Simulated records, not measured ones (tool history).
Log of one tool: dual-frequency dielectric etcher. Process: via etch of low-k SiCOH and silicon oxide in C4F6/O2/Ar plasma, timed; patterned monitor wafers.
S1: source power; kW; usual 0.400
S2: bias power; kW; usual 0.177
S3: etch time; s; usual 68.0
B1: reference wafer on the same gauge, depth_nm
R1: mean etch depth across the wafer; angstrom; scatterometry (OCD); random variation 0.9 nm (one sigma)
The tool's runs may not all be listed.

run,day,S1,S2,S3,B1,R1
1,0.000,0.400,0.177,68.0,195.0,1995
2,2.471,0.400,0.177,68.0,195.0,2018
3,6.917,0.400,0.177,68.0,194.9,1993
4,9.267,0.400,0.177,68.0,194.9,1992
5,11.546,0.400,0.177,68.0,195.0,1991
6,14.842,0.400,0.177,68.0,194.9,2003
7,17.071,0.400,0.177,73.0,195.1,2148
# day 18.750: wet clean of the chamber
8,19.717,0.400,0.177,73.0,194.8,2144
9,24.042,0.430,0.177,56.5,195.5,1738
10,28.467,0.400,0.177,68.0,194.7,1999
# day 30.000: source power generator calibrated
11,31.267,0.400,0.177,68.0,194.8,1944
12,35.179,0.440,0.177,68.0,195.4,2053
# day 38.254: bias power generator calibrated
# day 38.925: wet clean of the chamber
13,38.946,0.440,0.177,68.0,195.1,2028
14,40.908,0.310,0.134,54.0,195.0,1214
# day 42.038: upper electrode replaced
15,43.088,0.400,0.202,68.0,194.9,2075
16,45.467,0.400,0.177,68.0,194.8,1947
17,48.338,0.490,0.177,51.5,195.1,1621
18,51.379,0.490,0.195,49.0,194.9,1637

The next listed run, before its measurement:
19,53.492,0.450,0.208,80.0,?,?

Run 19 gave B1 194.6, R1 2584 angstrom.
Without the tool's hidden state the same run would have given R1 2579 angstrom.
